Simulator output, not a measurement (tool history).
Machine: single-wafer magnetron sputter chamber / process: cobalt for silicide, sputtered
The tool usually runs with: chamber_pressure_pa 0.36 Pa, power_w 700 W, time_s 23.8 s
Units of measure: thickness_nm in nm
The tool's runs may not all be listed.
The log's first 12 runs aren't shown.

| run | hour | chamber_pressure_pa | power_w | time_s | wafers since the last listed run | wafers on the sputter target | hours since the last manometer calibration | hours since the magnet pack was replaced | hours since the gauge calibration | read-back reference wafer on the same gauge, thickness_nm | thickness_nm |
|---|---|---|---|---|---|---|---|---|---|---|---|
|  | 163.7 | sputter target and shields replaced |
|  | 166.9 | capacitance manometer re-zeroed and calibrated |
| 13 | 167.4 | 0.36 | 700 | 23.8 | 276 | 15 | 0.5 | 11437.4 | 262.6 | 8.049 | 8.476 |
| 14 | 170.7 | 0.36 | 700 | 23.8 | 113 | 129 | 3.8 | 11440.7 | 265.9 | 8.051 | 8.48 |
| 15 | 180.2 | 0.36 | 600 | 23.8 | 328 | 457 | 13.3 | 11450.2 | 275.4 | 8.048 | 7.246 |
| 16 | 191.1 | 0.36 | 700 | 23.8 | 376 | 834 | 24.2 | 11461.1 | 286.3 | 8.053 | 8.457 |
| 17 | 200.5 | 0.36 | 700 | 23.8 | 324 | 1159 | 33.6 | 11470.5 | 295.7 | 8.049 | 8.414 |
| 18 | 215 | 0.36 | 700 | 23.8 | 500 | 1659 | 48.1 | 11485 | 310.2 | 8.05 | 8.431 |
| 19 | 228.7 | 0.36 | 700 | 21.9 | 473 | 2133 | 61.8 | 11498.7 | 323.9 | 8.049 | 7.739 |
|  | 241 | magnet pack replaced |
| 20 | 245.3 | 0.36 | 700 | 23.8 | 297 | 2430 | 78.4 | 4.3 | 340.5 | 8.052 | 8.378 |
| 21 | 255.6 | 0.242 | 700 | 26.2 | 355 | 2786 | 88.7 | 14.6 | 350.8 | 8.05 | 9.487 |
| 22 | 272.5 | 0.467 | 700 | 20.2 | 583 | 3369 | 105.6 | 31.5 | 367.7 | 8.052 | 6.907 |
| 23 | 283.1 | 0.498 | 850 | 21.5 | 366 | 3735 | 116.2 | 42.1 | 378.3 | 8.048 | 8.875 |
| 24 | 296.6 | 0.36 | 700 | 21.5 | 466 | 4202 | 129.7 | 55.6 | 391.8 | 8.049 | 7.529 |
| 25 | 304.2 | 0.402 | 850 | 20.7 | 262 | 4464 | 137.3 | 63.2 | 399.4 | 8.049 | 8.719 |
|  | 311.6 | gauge calibrated |
| 26 | 312.3 | 0.49 | 800 | 20 | 279 | 4744 | 145.4 | 71.3 | 0.7 | 8.051 | 7.746 |
|  | 321.8 | sputter target and shields replaced |
| 27 | 328.5 | 0.36 | 700 | 23.8 | 283 | 231 | 161.6 | 87.5 | 16.9 | 8.051 | 8.506 |
| 28 | 345.4 | 0.36 | 700 | 23.8 | 583 | 815 | 178.5 | 104.4 | 33.8 | 8.049 | 8.472 |
| 29 | 363.1 | 0.309 | 800 | 21.2 | 611 | 1426 | 196.2 | 122.1 | 51.5 | 8.05 | 8.7 |
| 30 | 376.8 | 0.36 | 800 | 23.8 | 473 | 1899 | 209.9 | 135.8 | 65.2 | 8.05 | 9.647 |
| 31 | 387.8 | 0.289 | 700 | 23.8 | 379 | 2279 | 220.9 | 146.8 | 76.2 | 8.052 | 8.569 |
| 32 | 395 | 0.419 | 750 | 26.6 | 248 | 2528 | 228.1 | 154 | 83.4 | 8.047 | 9.936 |
| 33 | 406.1 | 0.424 | 600 | 23.8 | 383 | 2911 | 239.2 | 165.1 | 94.5 | 8.052 | 7.071 |
| 34 | 415.7 | 0.36 | 750 | 26.7 | 331 | 3243 | 248.8 | 174.7 | 104.1 | 8.052 | 10.095 |
| 35 | 427.6 | 0.36 | 700 | 23.8 | 411 | 3654 | 260.7 | 186.6 | 116 | 8.051 | 8.385 |
| 36 | 439 | 0.404 | 850 | 26.5 | 393 | 4048 | 272.1 | 198 | 127.4 | 8.046 | 11.222 |

Forecast each of these 3 alternatives for the next run:
| A | 439.4 | 0.295 | 700 | 23.8 | 13 | 4062 | 272.5 | 198.4 | 127.8 | ? | ? |
| B | 439.4 | 0.36 | 700 | 20.9 | 13 | 4062 | 272.5 | 198.4 | 127.8 | ? | ? |
| C | 439.4 | 0.36 | 750 | 22.2 | 13 | 4062 | 272.5 | 198.4 | 127.8 | ? | ? |

| run | read-back reference wafer on the same gauge, thickness_nm | thickness_nm |
|---|---|---|
| A | 8.049 | 8.525 |
| B | 8.049 | 7.368 |
| C | 8.049 | 8.386 |
Without the tool's unlogged condition, the same runs would have read:
| run | thickness_nm |
|---|---|
| A | 8.692 |
| B | 7.513 |
| C | 8.55 |
